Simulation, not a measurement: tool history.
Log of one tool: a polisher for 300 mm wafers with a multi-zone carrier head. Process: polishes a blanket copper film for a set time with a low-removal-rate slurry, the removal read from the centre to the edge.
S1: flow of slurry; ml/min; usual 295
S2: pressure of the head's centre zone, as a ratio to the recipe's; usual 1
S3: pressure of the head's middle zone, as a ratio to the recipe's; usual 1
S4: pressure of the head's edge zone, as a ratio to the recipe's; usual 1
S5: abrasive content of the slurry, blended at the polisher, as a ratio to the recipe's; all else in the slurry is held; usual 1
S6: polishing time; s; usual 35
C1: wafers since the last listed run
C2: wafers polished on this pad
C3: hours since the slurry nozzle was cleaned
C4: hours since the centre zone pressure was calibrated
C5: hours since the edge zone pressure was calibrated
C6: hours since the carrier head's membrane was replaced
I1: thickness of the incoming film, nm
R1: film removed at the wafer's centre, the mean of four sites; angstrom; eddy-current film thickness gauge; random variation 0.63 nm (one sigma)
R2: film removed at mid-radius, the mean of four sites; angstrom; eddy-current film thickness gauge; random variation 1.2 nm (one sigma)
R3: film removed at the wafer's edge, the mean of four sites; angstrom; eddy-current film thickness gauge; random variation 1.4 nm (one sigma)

run	day	S1	S2	S3	S4	S5	S6	C1	C2	C3	C4	C5	C6	I1	R1	R2	R3
1	0	295	1	1	1	1	35	0	268	632.3	1000.6	738.3	1339.5	1273.5	995	987	1017
2	0.8	295	1	1	1	1	35	195	464	651.5	1019.8	757.5	1358.7	1290.6	981	1016	1016
3	2.092	295	1	1	1	1	35	316	780	682.5	1050.8	788.5	1389.7	1249.6	979	984	1039
# day 3.604: worn pad replaced by a new one
4	4	295	1	1	1	1	35	426	96	728.3	1096.6	834.3	1435.5	1279.8	981	1012	1036
5	5.292	295	1	1	1	1	35	316	413	759.3	1127.6	865.3	1466.5	1265.1	977	1014	1008
6	6.358	295	1	1	1	1	35	261	674	784.9	1153.2	890.9	1492.1	1268	970	1017	1003
7	7.275	295	1	1	1	1	35	224	899	806.9	1175.2	912.9	1514.1	1249.9	966	1002	1013
# day 7.812: worn pad replaced by a new one
8	8.246	295	1	1	1	1	35	196	106	830.2	1198.5	936.2	1537.4	1258.5	974	1013	1035
# day 8.358: edge zone pressure recalibrated
# day 9.254: carrier head's membrane replaced by a new one
# day 9.562: slurry nozzle cleaned
9	9.608	295	1	1	1	1	25	252	358	1.1	1231.2	30	8.5	1256.9	693	734	745
# day 10.908: centre zone pressure recalibrated
10	11.95	295	0.89	1	1.1	1	35	553	911	57.3	25	86.2	64.7	1284	824	1009	1054
# day 12.171: worn pad replaced by a new one
11	13.121	325	1	1.12	1	0.7	35	245	232	85.4	53.1	114.3	92.8	1285.2	871	1063	963
# day 14.279: centre zone pressure recalibrated, repeated, since the last time left the tool worse
12	14.3	295	1	1	1	1	46	268	501	113.7	0.5	142.6	121.1	1282.2	1344	1336	1325
# day 16.638: worn pad replaced by a new one
13	18.279	295	1.09	0.97	0.91	1.25	35	933	402	209.2	96	238.1	216.6	1274.1	1163	1026	1010
14	18.875	295	1	1.04	1	1	35	145	548	223.5	110.3	252.4	230.9	1254.6	1041	1051	1029
15	19.954	295	1	1	1	1	35	264	812	249.4	136.2	278.3	256.8	1262	1024	1028	1037
16	20.662	295	1	1	1	1	35	173	985	266.4	153.2	295.3	273.8	1270.6	1027	1009	1016
# day 21.046: worn pad replaced by a new one
17	21.733	295	1	1	1	1	35	221	168	292.1	178.9	321	299.5	1263.2	1029	1007	1014

Forecast each of these 3 alternatives for the next run:
A	21.75	365	1	1	1	1	35	4	172	292.5	179.3	321.4	299.9	1264.9	?	?	?
B	21.75	200	1.11	1	1.07	1.25	35	4	172	292.5	179.3	321.4	299.9	1264.9	?	?	?
C	21.75	295	1	1.09	1	1	25	4	172	292.5	179.3	321.4	299.9	1264.9	?	?	?

run	R1	R2	R3
A	1043	1046	1027
B	1133	1030	1055
C	731	790	723
Without the tool's hidden state the same runs would have given:
run	R1	R2	R3
A	1046	1046	1027
B	1136	1030	1055
C	733	790	723

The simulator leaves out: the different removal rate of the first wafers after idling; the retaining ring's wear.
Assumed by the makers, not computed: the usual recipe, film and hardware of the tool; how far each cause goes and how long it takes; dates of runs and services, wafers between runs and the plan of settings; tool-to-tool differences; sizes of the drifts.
